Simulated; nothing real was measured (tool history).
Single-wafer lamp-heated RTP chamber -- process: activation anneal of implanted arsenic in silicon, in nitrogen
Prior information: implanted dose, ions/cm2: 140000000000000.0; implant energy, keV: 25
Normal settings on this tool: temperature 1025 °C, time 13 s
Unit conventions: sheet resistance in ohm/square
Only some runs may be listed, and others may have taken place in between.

run,day,temperature,time,"read-back reference wafer on the same gauge, sheet resistance",sheet resistance
1,0,1004,13,477.92,564.67
# day 0.579: pyrometer window cleaned and pyrometer calibrated
2,0.608,1025,13,478.47,564.68
3,1.696,1012,13,479.08,564.9
4,2.738,1012,13,479.06,565.95
5,3.504,1012,13,479.32,566.88
6,4.696,1025,9,480.31,567.57
7,5.35,1025,9,480.29,567.63
# day 5.983: gauge calibrated
8,6.512,1025,9,472.65,559.2
# day 7.188: reflector plate cleaned
9,7.496,1025,13,472.72,557.6
10,8.129,1025,13,473.33,556.92
11,9.217,1053,6,473.72,559.52
# day 9.925: pyrometer window cleaned and pyrometer calibrated
12,10.238,1055,18,474,554.37

Forecast run 13:
13,11.717,999,17,?,?

{"run 13": {"read-back reference wafer on the same gauge, sheet resistance": 475.02, "sheet resistance": 559.37}}
On a tool with no hidden condition, and with the same random variation, this run would have come out at sheet resistance 555.79 ohm/square.
